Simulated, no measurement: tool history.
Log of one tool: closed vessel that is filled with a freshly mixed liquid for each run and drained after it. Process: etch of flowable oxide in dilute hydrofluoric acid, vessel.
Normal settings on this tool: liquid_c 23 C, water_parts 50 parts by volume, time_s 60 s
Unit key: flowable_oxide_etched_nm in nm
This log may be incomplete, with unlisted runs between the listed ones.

run   hour  liquid_c  water_parts  time_s  read-back film thickness of the flowable oxide reference wafer, read on the same gauge (nm)  flowable_oxide_etched_nm
  1      0        23           60      60                                                                                        69.99                     64.42
        10  -- gauge calibrated
  2     27        23           60      60                                                                                        69.99                     64.54
  3   33.8        23           60      60                                                                                        70.03                     65.04
  4     50        23           50      60                                                                                        70.01                     79.12
  5   60.9        23           50      60                                                                                        69.96                     78.54
  6   75.6        23           50      60                                                                                           70                     78.28
  7   86.7        23           50      60                                                                                           70                     79.12
     105.8  -- thermometer replaced
  8  124.8        23           50      60                                                                                        70.02                     78.76
  9  130.9        23           50      60                                                                                        69.95                     79.69
     133.8  -- hydrofluoric acid flow meter replaced
 10  140.3        23           65      60                                                                                           70                     54.46
 11  156.4        23           65      60                                                                                        70.04                     54.63
 12  173.9        23           65      60                                                                                        70.02                     54.87
 13    183        23           60      60                                                                                        70.01                     59.55
 14  193.7        28           70      90                                                                                        70.01                     92.41
 15  202.4        19           60      75                                                                                        70.02                     63.37
 16  216.9        23           50      50                                                                                           70                     60.28
 17  231.3        25           40      60                                                                                        69.97                     99.61
 18  238.4        23           50      60                                                                                        70.01                     72.35
 19  281.1        28           40      60                                                                                        70.01                     113.4
     283.1  -- gauge calibrated
 20  294.6        25           30      30                                                                                        69.98                     67.59
 21  311.8      18.5           55      40                                                                                        69.98                     36.28
 22  319.9      24.5           50      60                                                                                           70                     78.29
 23  330.3      20.5           50      30                                                                                        70.01                     32.85
 24  337.8        20           40      85                                                                                        69.99                    115.12
 25  349.8        25           40      95                                                                                        69.99                     159.3
 26  356.6        19           40      70                                                                                        70.01                     91.19
 27  364.9      20.5           60      60                                                                                        69.99                     54.35
 28  372.7        27           60      70                                                                                           70                     82.24
 29  382.1        25           75      60                                                                                        70.01                     51.38
 30  394.9        26           60      60                                                                                        69.98                     68.14
 31  405.3        23           60      60                                                                                           70                     60.59
 32  422.6        19           40      30                                                                                        70.02                      39.4
 33  430.6        23           45      60                                                                                        70.03                     81.88
 34  448.3        23           50      60                                                                                        69.95                     73.51

Hidden state, per run?
liquid hotter than its thermometer reads (K): 0, the same for each run
gauge reads high (%): 0, the same for each run
H1: hydrofluoric acid flow above the setpoint (%)
run     H1
  1   9.15
  2    9.3
  3   9.34
  4   9.43
  5   9.49
  6   9.57
  7   9.63
  8   9.84
  9   9.87
 10  0.873
 11  0.961
 12   1.06
 13   1.11
 14   1.17
 15   1.21
 16   1.29
 17   1.37
 18   1.41
 19   1.65
 20   1.72
 21   1.82
 22   1.86
 23   1.92
 24   1.96
 25   2.03
 26   2.06
 27   2.11
 28   2.15
 29    2.2
 30   2.27
 31   2.33
 32   2.43
 33   2.47
 34   2.57
